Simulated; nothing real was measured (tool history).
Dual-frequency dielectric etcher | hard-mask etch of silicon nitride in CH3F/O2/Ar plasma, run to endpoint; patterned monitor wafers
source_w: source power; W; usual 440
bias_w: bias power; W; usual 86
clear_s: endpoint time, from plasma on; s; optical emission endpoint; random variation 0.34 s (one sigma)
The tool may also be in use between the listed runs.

| run | hour | source_w | bias_w | wafers since the last listed run | hours since the last wet clean | hours since the last source power generator calibration | hours since the last bias power generator calibration | hours since the last upper electrode change | incoming incoming film thickness, nm | clear_s |
|---|---|---|---|---|---|---|---|---|---|---|
| 1 | 0 | 440 | 86 | 0 | 351.1 | 4707.9 | 3440.1 | 3799.1 | 47.67 | 65 |
| 2 | 10 | 440 | 86 | 124 | 361.1 | 4717.9 | 3450.1 | 3809.1 | 47.53 | 65 |
| 3 | 18.1 | 440 | 86 | 101 | 369.2 | 4726 | 3458.2 | 3817.2 | 48.08 | 66 |
| 4 | 27.5 | 440 | 86 | 117 | 378.6 | 4735.4 | 3467.6 | 3826.6 | 47.49 | 65.8 |
| 5 | 39.5 | 520 | 77 | 149 | 390.6 | 4747.4 | 3479.6 | 3838.6 | 48 | 64.1 |
| 6 | 51.4 | 520 | 77 | 148 | 402.5 | 4759.3 | 3491.5 | 3850.5 | 47.28 | 63.4 |
| 7 | 66.8 | 370 | 86 | 192 | 417.9 | 4774.7 | 3506.9 | 3865.9 | 47.17 | 69.9 |
|  | 93.7 | upper electrode replaced |
| 8 | 94.2 | 370 | 86 | 42 | 445.3 | 4802.1 | 3534.3 | 0.5 | 47.5 | 71 |
| 9 | 94.6 | 350 | 86 | 4 | 445.7 | 4802.5 | 3534.7 | 0.9 | 47.2 | 71.4 |
| 10 | 95.8 | 410 | 97 | 14 | 446.9 | 4803.7 | 3535.9 | 2.1 | 47.56 | 63.7 |
|  | 115.8 | bias power generator calibrated |
| 11 | 116.3 | 440 | 96 | 205 | 467.4 | 4824.2 | 0.5 | 22.6 | 47.75 | 62.5 |
| 12 | 119.3 | 540 | 86 | 37 | 470.4 | 4827.2 | 3.5 | 25.6 | 47.54 | 59.8 |
|  | 138.8 | source power generator calibrated |
|  | 150 | wet clean of the chamber |
| 13 | 150.5 | 440 | 86 | 200 | 0.5 | 11.7 | 34.7 | 56.8 | 47.03 | 64.9 |
| 14 | 174.9 | 470 | 64 | 304 | 24.9 | 36.1 | 59.1 | 81.2 | 47.49 | 72.4 |
| 15 | 191.4 | 550 | 66 | 205 | 41.4 | 52.6 | 75.6 | 97.7 | 47.58 | 66.6 |
| 16 | 199 | 340 | 86 | 94 | 49 | 60.2 | 83.2 | 105.3 | 47.82 | 73.6 |

4 ways to go on from here, each from the tool as it stands after run 16. What would each give?
| A | 199.4 | 440 | 86 | 4 | 49.4 | 60.6 | 83.6 | 105.7 | 47.27 | ? |
| B | 199.4 | 390 | 107 | 4 | 49.4 | 60.6 | 83.6 | 105.7 | 47.27 | ? |
| C | 199.4 | 470 | 93 | 4 | 49.4 | 60.6 | 83.6 | 105.7 | 47.27 | ? |
| D | 199.4 | 520 | 64 | 4 | 49.4 | 60.6 | 83.6 | 105.7 | 47.27 | ? |

| run | clear_s |
|---|---|
| A | 65 |
| B | 62 |
| C | 60.9 |
| D | 69 |
Without the tool's hidden state the same runs would have given:
| run | clear_s |
|---|---|
| A | 65 |
| B | 62 |
| C | 60.9 |
| D | 69 |

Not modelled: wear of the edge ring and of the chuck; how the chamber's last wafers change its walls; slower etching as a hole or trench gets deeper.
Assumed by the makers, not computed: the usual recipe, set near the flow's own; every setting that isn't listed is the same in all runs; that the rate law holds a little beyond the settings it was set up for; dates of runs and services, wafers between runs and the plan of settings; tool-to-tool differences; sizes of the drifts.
